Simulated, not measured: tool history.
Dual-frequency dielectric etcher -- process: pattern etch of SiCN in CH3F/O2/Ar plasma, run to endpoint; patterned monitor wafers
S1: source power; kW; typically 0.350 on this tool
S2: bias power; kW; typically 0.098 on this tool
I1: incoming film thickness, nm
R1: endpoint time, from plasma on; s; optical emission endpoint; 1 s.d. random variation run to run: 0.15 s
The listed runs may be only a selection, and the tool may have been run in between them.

run 1 hour=0.0 | S1=0.350 S2=0.085 | I1=11.09 | R1=28.7
run 2 hour=24.2 | S1=0.350 S2=0.085 | I1=11.06 | R1=28.4
-- hour=71.1 wet clean of the chamber
run 3 hour=82.3 | S1=0.350 S2=0.085 | I1=11.05 | R1=28.5
run 4 hour=147.6 | S1=0.350 S2=0.107 | I1=11.11 | R1=25.1
run 5 hour=172.6 | S1=0.350 S2=0.107 | I1=11.09 | R1=24.7
run 6 hour=198.8 | S1=0.350 S2=0.098 | I1=11.04 | R1=26.3
run 7 hour=253.4 | S1=0.350 S2=0.098 | I1=11.17 | R1=26.8
run 8 hour=390.1 | S1=0.350 S2=0.098 | I1=11.09 | R1=26.0
run 9 hour=441.3 | S1=0.350 S2=0.098 | I1=11.04 | R1=25.9
run 10 hour=489.3 | S1=0.350 S2=0.098 | I1=11.18 | R1=26.4
run 11 hour=525.3 | S1=0.350 S2=0.098 | I1=11.00 | R1=25.7
run 12 hour=623.1 | S1=0.350 S2=0.098 | I1=11.08 | R1=26.0
-- hour=655.0 wet clean of the chamber
run 13 hour=655.5 | S1=0.350 S2=0.098 | I1=11.23 | R1=26.2
run 14 hour=702.4 | S1=0.350 S2=0.098 | I1=11.19 | R1=26.4
run 15 hour=750.9 | S1=0.300 S2=0.113 | I1=11.22 | R1=24.6
-- hour=785.1 bias power generator calibrated
run 16 hour=815.3 | S1=0.300 S2=0.113 | I1=11.23 | R1=26.1
run 17 hour=863.9 | S1=0.300 S2=0.113 | I1=11.14 | R1=25.7
run 18 hour=892.7 | S1=0.350 S2=0.098 | I1=11.03 | R1=26.8
run 19 hour=927.3 | S1=0.260 S2=0.098 | I1=11.03 | R1=28.4
run 20 hour=977.5 | S1=0.270 S2=0.080 | I1=11.02 | R1=32.1
-- hour=1147.5 wet clean of the chamber
run 21 hour=1148.0 | S1=0.400 S2=0.108 | I1=11.11 | R1=24.6
-- hour=1209.2 upper electrode replaced
run 22 hour=1209.7 | S1=0.350 S2=0.098 | I1=11.18 | R1=27.5
run 23 hour=1259.8 | S1=0.420 S2=0.107 | I1=11.13 | R1=24.7
run 24 hour=1324.7 | S1=0.430 S2=0.081 | I1=11.14 | R1=29.1
run 25 hour=1377.3 | S1=0.350 S2=0.098 | I1=11.13 | R1=27.1
run 26 hour=1447.9 | S1=0.390 S2=0.098 | I1=11.05 | R1=26.2
run 27 hour=1495.0 | S1=0.350 S2=0.098 | I1=11.11 | R1=27.0
-- hour=1526.6 source power generator calibrated
run 28 hour=1532.6 | S1=0.350 S2=0.098 | I1=11.11 | R1=26.7
run 29 hour=1565.5 | S1=0.350 S2=0.108 | I1=11.07 | R1=25.6
-- hour=1628.0 wet clean of the chamber
run 30 hour=1629.6 | S1=0.290 S2=0.087 | I1=11.03 | R1=30.2
run 31 hour=1675.4 | S1=0.420 S2=0.098 | I1=11.09 | R1=25.7
run 32 hour=1879.5 | S1=0.350 S2=0.098 | I1=11.15 | R1=26.7
run 33 hour=1922.4 | S1=0.350 S2=0.098 | I1=11.11 | R1=27.0
run 34 hour=1972.7 | S1=0.420 S2=0.106 | I1=11.08 | R1=24.3
run 35 hour=2038.3 | S1=0.420 S2=0.111 | I1=10.97 | R1=23.5

Here are 4 independent what-if runs from the current tool condition. What would each one return?
run A hour=2038.7 | S1=0.350 S2=0.098 | I1=11.14 | R1=?
run B hour=2038.7 | S1=0.350 S2=0.090 | I1=11.14 | R1=?
run C hour=2038.7 | S1=0.430 S2=0.087 | I1=11.14 | R1=?
run D hour=2038.7 | S1=0.380 S2=0.084 | I1=11.14 | R1=?

run=A R1=26.8
run=B R1=28.2
run=C R1=27.6
run=D R1=29.0
With no hidden state in the tool, these same runs would have given:
run=A R1=27.0
run=B R1=28.5
run=C R1=27.8
run=D R1=29.2
